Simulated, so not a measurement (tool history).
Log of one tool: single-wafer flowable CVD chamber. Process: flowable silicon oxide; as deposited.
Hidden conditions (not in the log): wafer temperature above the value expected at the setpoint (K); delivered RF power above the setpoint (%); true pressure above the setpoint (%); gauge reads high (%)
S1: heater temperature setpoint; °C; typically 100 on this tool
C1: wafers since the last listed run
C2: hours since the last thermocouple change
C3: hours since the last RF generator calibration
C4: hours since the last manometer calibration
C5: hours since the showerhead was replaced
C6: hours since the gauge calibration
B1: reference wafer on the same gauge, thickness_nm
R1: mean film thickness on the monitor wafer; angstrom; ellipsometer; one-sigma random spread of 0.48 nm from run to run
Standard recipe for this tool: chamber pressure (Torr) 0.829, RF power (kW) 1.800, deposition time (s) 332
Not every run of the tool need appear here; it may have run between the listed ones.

Run 1, hour 0.0: usual settings; C1 0; C2 979.2; C3 236.6; C4 1031.0; C5 6776.7; C6 421.6; B1 180.073. Result: R1 1890.37 angstrom.
Run 2, hour 78.6: usual settings; C1 402; C2 1057.8; C3 315.2; C4 1109.6; C5 6855.3; C6 500.2; B1 179.964. Result: R1 1879.66 angstrom.
At hour 153.5: gauge calibrated.
Run 3, hour 174.2: usual settings; C1 490; C2 1153.4; C3 410.8; C4 1205.2; C5 6950.9; C6 20.7; B1 179.941. Result: R1 1882.90 angstrom.
Run 4, hour 241.7: usual settings; C1 346; C2 1220.9; C3 478.3; C4 1272.7; C5 7018.4; C6 88.2; B1 179.988. Result: R1 1877.00 angstrom.
Run 5, hour 346.8: usual settings; C1 538; C2 1326.0; C3 583.4; C4 1377.8; C5 7123.5; C6 193.3; B1 180.144. Result: R1 1881.08 angstrom.
At hour 399.2: showerhead replaced.
Run 6, hour 406.0: usual settings; C1 262; C2 1385.2; C3 642.6; C4 1437.0; C5 6.8; C6 252.5; B1 180.184. Result: R1 1873.44 angstrom.
At hour 419.2: capacitance manometer re-zeroed and calibrated.
At hour 467.6: thermocouple changed; heater temperature recalibrated.
Run 7, hour 468.8: usual settings; C1 239; C2 1.2; C3 705.4; C4 49.6; C5 69.6; C6 315.3; B1 180.009. Result: R1 1875.46 angstrom.
Run 8, hour 506.1: usual settings but S1 110 °C, RF power (kW) 1.580; C1 191; C2 38.5; C3 742.7; C4 86.9; C5 106.9; C6 352.6; B1 180.094. Result: R1 1220.24 angstrom.
Run 9, hour 582.4: usual settings but RF power (kW) 1.690, deposition time (s) 289; C1 391; C2 114.8; C3 819.0; C4 163.2; C5 183.2; C6 428.9; B1 179.903. Result: R1 1595.08 angstrom.
At hour 648.7: RF generator calibrated.
Run 10, hour 649.2: usual settings but RF power (kW) 1.660, deposition time (s) 389; C1 301; C2 181.6; C3 0.5; C4 230.0; C5 250.0; C6 495.7; B1 179.928. Result: R1 2177.92 angstrom.
Run 11, hour 693.2: usual settings but chamber pressure (Torr) 0.974, deposition time (s) 266; C1 225; C2 225.6; C3 44.5; C4 274.0; C5 294.0; C6 539.7; B1 179.895. Result: R1 1782.15 angstrom.
At hour 701.8: gauge calibrated.
Run 12, hour 753.1: usual settings but S1 105 °C, chamber pressure (Torr) 0.915, RF power (kW) 1.570, deposition time (s) 394; C1 307; C2 285.5; C3 104.4; C4 333.9; C5 353.9; C6 51.3; B1 179.894. Result: R1 1956.58 angstrom.
Run 13, hour 791.6: usual settings but chamber pressure (Torr) 1.007, deposition time (s) 396; C1 197; C2 324.0; C3 142.9; C4 372.4; C5 392.4; C6 89.8; B1 179.969. Result: R1 2734.94 angstrom.
Run 14, hour 876.0: usual settings but chamber pressure (Torr) 1.007, deposition time (s) 396; C1 432; C2 408.4; C3 227.3; C4 456.8; C5 476.8; C6 174.2; B1 180.064. Result: R1 2739.35 angstrom.
Run 15, hour 932.9: usual settings; C1 291; C2 465.3; C3 284.2; C4 513.7; C5 533.7; C6 231.1; B1 180.090. Result: R1 1887.86 angstrom.

Measured minus without-hidden-state, run by run (identical run-to-run variation in each term; gauge scatter may differ):
run      R1
  1  -14.06
  2  -17.51
  3  -21.89
  4  -24.91
  5  -29.82
  6  -32.46
  7  -35.44
  8  -30.78
  9  -34.71
 10   -2.36
 11   -3.74
 12   -8.88
 13  -12.04
 14  -17.50
 15  -14.61

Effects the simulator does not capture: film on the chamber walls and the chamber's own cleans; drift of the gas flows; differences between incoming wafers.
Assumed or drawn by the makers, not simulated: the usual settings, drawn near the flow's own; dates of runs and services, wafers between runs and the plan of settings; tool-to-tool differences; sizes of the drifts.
